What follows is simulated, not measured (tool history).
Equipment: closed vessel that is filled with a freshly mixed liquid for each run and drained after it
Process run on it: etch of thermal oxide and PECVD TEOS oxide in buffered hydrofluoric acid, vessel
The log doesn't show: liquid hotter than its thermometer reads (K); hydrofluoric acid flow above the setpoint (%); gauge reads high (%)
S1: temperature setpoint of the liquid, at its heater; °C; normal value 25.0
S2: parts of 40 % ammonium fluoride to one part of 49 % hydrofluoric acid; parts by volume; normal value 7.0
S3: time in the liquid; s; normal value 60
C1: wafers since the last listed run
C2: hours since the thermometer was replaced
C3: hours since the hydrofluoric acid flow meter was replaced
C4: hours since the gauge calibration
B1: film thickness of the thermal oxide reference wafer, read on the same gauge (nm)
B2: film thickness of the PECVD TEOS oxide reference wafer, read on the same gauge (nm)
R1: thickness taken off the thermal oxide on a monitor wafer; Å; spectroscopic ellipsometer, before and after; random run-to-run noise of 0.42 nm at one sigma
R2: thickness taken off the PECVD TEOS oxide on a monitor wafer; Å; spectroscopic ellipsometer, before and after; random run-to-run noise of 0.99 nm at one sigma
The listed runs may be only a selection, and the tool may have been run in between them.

run,hour,S1,S2,S3,C1,C2,C3,C4,B1,B2,R1,R2
1,0.0,25.0,7.0,60,0,1750.8,395.9,1092.6,120.02,139.99,1059.2,2784.6
2,42.1,25.0,7.0,60,2633,1792.9,438.0,1134.7,120.00,139.99,1065.0,2790.3
3,102.3,25.0,7.0,60,3765,1853.1,498.2,1194.9,120.01,140.01,1066.5,2773.5
4,190.0,25.0,7.0,60,5486,1940.8,585.9,1282.6,119.98,139.99,1058.9,2782.9
5,255.6,25.0,7.0,60,4103,2006.4,651.5,1348.2,120.00,139.98,1068.4,2798.4
6,302.6,25.0,7.0,60,2940,2053.4,698.5,1395.2,120.01,140.01,1066.6,2791.5
7,363.8,25.0,7.0,60,3828,2114.6,759.7,1456.4,120.00,139.98,1069.4,2799.3
8,445.4,25.0,7.0,60,5104,2196.2,841.3,1538.0,119.98,140.00,1063.7,2766.6
9,538.1,25.0,7.0,60,5798,2288.9,934.0,1630.7,120.01,140.01,1059.1,2788.9
# hour 598.3: gauge calibrated
10,605.8,25.0,7.0,60,4235,2356.6,1001.7,7.5,120.01,139.99,1068.6,2802.1
# hour 653.6: thermometer replaced
11,665.5,28.5,7.0,85,3672,11.9,1061.4,67.2,120.00,139.99,1821.3,4752.8
12,726.9,25.0,10.0,35,3840,73.3,1122.8,128.6,120.00,140.00,446.1,1167.8
13,809.9,25.0,7.0,60,5192,156.3,1205.8,211.6,119.98,139.97,1068.3,2785.8
14,914.6,26.5,5.0,70,6549,261.0,1310.5,316.3,119.99,140.00,1786.5,4708.2
15,957.4,25.0,7.0,60,2677,303.8,1353.3,359.1,119.99,139.98,1068.8,2775.8
# hour 1040.8: hydrofluoric acid flow meter replaced
16,1074.6,22.0,5.5,85,7268,421.0,33.8,476.3,120.02,139.99,1581.2,4133.2
17,1124.7,25.0,7.0,60,3134,471.1,83.9,526.4,119.99,140.01,1060.7,2800.0
18,1215.6,28.5,9.5,60,5686,562.0,174.8,617.3,119.98,140.01,944.0,2476.3
19,1470.7,26.5,9.0,30,15957,817.1,429.9,872.4,120.02,140.01,439.5,1149.0
20,1565.9,25.0,7.0,60,5955,912.3,525.1,967.6,120.00,140.00,1060.7,2783.7
21,1607.9,27.5,5.5,80,2627,954.3,567.1,1009.6,120.02,140.00,2005.1,5237.9
22,1682.1,25.0,7.0,60,4641,1028.5,641.3,1083.8,120.00,140.01,1060.7,2782.9
23,1783.7,25.0,7.0,60,6355,1130.1,742.9,1185.4,119.98,140.00,1074.9,2805.3
24,1859.3,25.0,8.5,70,4729,1205.7,818.5,1261.0,120.01,140.00,1005.3,2633.4
25,1961.0,29.0,8.0,60,6361,1307.4,920.2,1362.7,120.00,139.99,1137.0,2987.3
26,2063.8,25.0,8.5,60,6430,1410.2,1023.0,1465.5,119.99,139.98,866.3,2262.5

Consider 4 possible next runs. They are alternatives, not a sequence: every one starts from the tool as it was left by run 26. What does each give?
A,2064.5,26.5,7.0,60,43,1410.9,1023.7,1466.2,?,?,?,?
B,2064.5,25.0,7.0,35,43,1410.9,1023.7,1466.2,?,?,?,?
C,2064.5,23.0,7.0,60,43,1410.9,1023.7,1466.2,?,?,?,?
D,2064.5,27.0,8.0,85,43,1410.9,1023.7,1466.2,?,?,?,?

run,B1,B2,R1,R2
A,119.98,140.00,1150.8,3009.4
B,119.98,140.00,619.2,1619.3
C,119.98,140.00,952.0,2489.6
D,119.98,140.00,1449.6,3791.0
Had the tool no hidden state, the same runs would have come out as:
run,R1,R2
A,1150.8,3009.4
B,619.2,1619.3
C,952.0,2489.6
D,1449.6,3791.0
